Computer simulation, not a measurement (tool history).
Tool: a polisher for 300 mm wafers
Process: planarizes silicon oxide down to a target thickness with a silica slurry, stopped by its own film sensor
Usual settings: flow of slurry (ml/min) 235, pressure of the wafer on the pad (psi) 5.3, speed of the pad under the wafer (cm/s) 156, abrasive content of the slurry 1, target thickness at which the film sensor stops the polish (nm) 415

run     day  flow of slurry (ml/min)  pressure of the wafer on the pad (psi)  speed of the pad under the wafer (cm/s)  abrasive content of the slurry  target thickness at which the film sensor stops the polish (nm)  incoming thickness of the incoming film, nm  time until the film sensor stopped the polish (s)
  1       0                      235                                     5.3                                      156                               1                                                              415                                        826.2                                                 81
  2   2.021                      235                                     5.3                                      156                               1                                                              415                                        821.1                                                 85
      2.583  -- slurry blender recalibrated
        3.1  -- conditioning disc replaced and pad reconditioned
  3   3.188                      180                                     5.3                                      156                               1                                                              415                                          832                                               77.2
      3.479  -- worn pad replaced by a new one
  4  11.629                      195                                       4                                      156                               1                                                              492                                        823.8                                               71.9
  5  14.121                      235                                     3.5                                      156                            0.85                                                              415                                        829.2                                              107.7
  6  16.433                      235                                     4.7                                      156                               1                                                              510                                          829                                               63.6
     17.483  -- slurry nozzle cleaned
  7  18.583                      295                                     5.3                                      122                            1.25                                                              342                                        823.5                                               99.3
     21.475  -- head pressure recalibrated
  8  21.512                      235                                     5.3                                      156                               1                                                              415                                          829                                               84.3
     21.925  -- conditioning disc replaced and pad reconditioned
     22.908  -- worn pad replaced by a new one
  9  23.488                      210                                     6.1                                      182                               1                                                              335                                        840.2                                               76.7
     24.538  -- slurry blender recalibrated
 10  24.871                      235                                     6.4                                      156                               1                                                              415                                        815.2                                               57.6
 11  26.675                      235                                     5.3                                      156                               1                                                              415                                        830.2                                               66.4
 12  28.988                      235                                     5.3                                      156                               1                                                              415                                        844.6                                               73.6
 13  31.471                      235                                     3.9                                      156                               1                                                              415                                        832.1                                               93.5
 14    33.9                      295                                     5.3                                      196                            1.15                                                              415                                        818.4                                                 58
 15  36.275                      260                                     5.3                                      120                               1                                                              415                                        815.3                                               91.5
 16  37.383                      235                                       6                                      156                               1                                                              415                                        842.1                                                 75
     37.521  -- slurry nozzle cleaned
 17  39.062                      165                                       6                                      200                             0.8                                                              415                                        837.6                                               72.1
 18  41.571                      235                                     5.3                                      184                            1.25                                                              415                                        828.8                                               68.3
     42.875  -- worn pad replaced by a new one
 19  43.196                      195                                     3.7                                      120                             1.2                                                              415                                        821.3                                              106.8
     43.346  -- slurry blender recalibrated
     44.425  -- conditioning disc replaced and pad reconditioned
 20  45.988                      265                                     5.3                                      156                             0.9                                                              507                                        831.2                                                 55
 21  47.038                      235                                     5.8                                      156                               1                                                              274                                        829.4                                               82.9
 22  48.446                      160                                     5.3                                      156                               1                                                              290                                        828.2                                               90.6
 23  51.438                      175                                     5.3                                      156                               1                                                              549                                        830.4                                               49.2
 24  53.583                      235                                     5.3                                      156                               1                                                              415                                        835.8                                               73.2

5 ways to go on from here, each from the tool as it stands after run 24. What would each give?
  A  53.6                      235                                     5.3                                      156                               1                                                              415                                        828.6                                                  ?
  B  53.6                      235                                     4.1                                      156                               1                                                              507                                        828.6                                                  ?
  C  53.6                      235                                     5.3                                      156                             0.8                                                              415                                        828.6                                                  ?
  D  53.6                      235                                     3.4                                      156                               1                                                              415                                        828.6                                                  ?
  E  53.6                      235                                     5.3                                      172                             1.2                                                              335                                        828.6                                                  ?

run  time until the film sensor stopped the polish (s)
  A                                               74.7
  B                                               69.3
  C                                               82.9
  D                                              100.3
  E                                               76.2
Without the tool's hidden state the same runs would have given:
run  time until the film sensor stopped the polish (s)
  A                                               67.2
  B                                               62.3
  C                                               74.1
  D                                               90.2
  E                                                 69
